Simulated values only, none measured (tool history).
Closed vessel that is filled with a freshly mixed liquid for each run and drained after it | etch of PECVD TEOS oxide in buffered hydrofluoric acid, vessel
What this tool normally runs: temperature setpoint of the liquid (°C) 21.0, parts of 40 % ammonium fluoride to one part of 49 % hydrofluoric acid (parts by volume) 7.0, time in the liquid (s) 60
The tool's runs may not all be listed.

run,hour,temperature setpoint of the liquid (°C),parts of 40 % ammonium fluoride to one part of 49 % hydrofluoric acid (parts by volume),time in the liquid (s),"read-back film thickness of the PECVD TEOS oxide reference wafer, read on the same gauge (nm)",thickness taken off the PECVD TEOS oxide on a monitor wafer (nm)
1,0.0,21.0,7.0,60,100.14,276.77
2,13.9,21.0,7.0,60,100.15,277.02
3,34.3,21.0,7.0,60,100.18,277.94
4,53.1,21.0,7.0,60,100.23,276.28
5,84.1,21.0,7.0,60,100.32,277.99
6,99.5,21.0,7.0,60,100.38,279.81
7,123.8,21.0,8.5,60,100.49,224.08
8,140.3,21.0,8.5,60,100.57,226.35
9,153.1,21.0,8.5,60,100.64,226.85
10,180.7,21.0,7.0,60,100.79,278.31
11,194.4,21.0,7.0,60,100.86,278.26
12,220.3,22.5,9.0,30,101.04,116.20
13,233.3,21.0,7.0,60,101.13,277.47
# hour 239.7: hydrofluoric acid flow meter replaced
14,261.4,22.5,7.0,70,101.35,354.19
# hour 283.6: gauge calibrated
15,340.3,18.5,7.0,45,100.31,180.37
# hour 353.6: thermometer replaced
16,370.2,25.0,9.5,60,100.37,253.89
17,393.7,19.5,8.0,60,100.42,221.77
18,416.0,21.0,8.0,75,100.50,301.84
19,441.6,17.0,5.5,90,100.59,410.31
20,476.1,21.0,7.0,60,100.73,279.44
21,491.7,21.0,8.0,60,100.81,241.43
22,509.7,21.0,7.0,35,100.92,163.82
23,545.6,21.0,7.0,60,101.13,278.91

What was the tool's hidden state at every run in the log?
liquid hotter than its thermometer reads (K): 0 in every run
hydrofluoric acid flow below the setpoint (%): 0 in every run
H1: gauge reads high (%)
run,H1
1,0.135
2,0.156
3,0.195
4,0.241
5,0.336
6,0.392
7,0.493
8,0.57
9,0.634
10,0.788
11,0.871
12,1.04
13,1.13
14,1.35
15,0.308
16,0.362
17,0.421
18,0.489
19,0.583
20,0.737
21,0.816
22,0.915
23,1.14
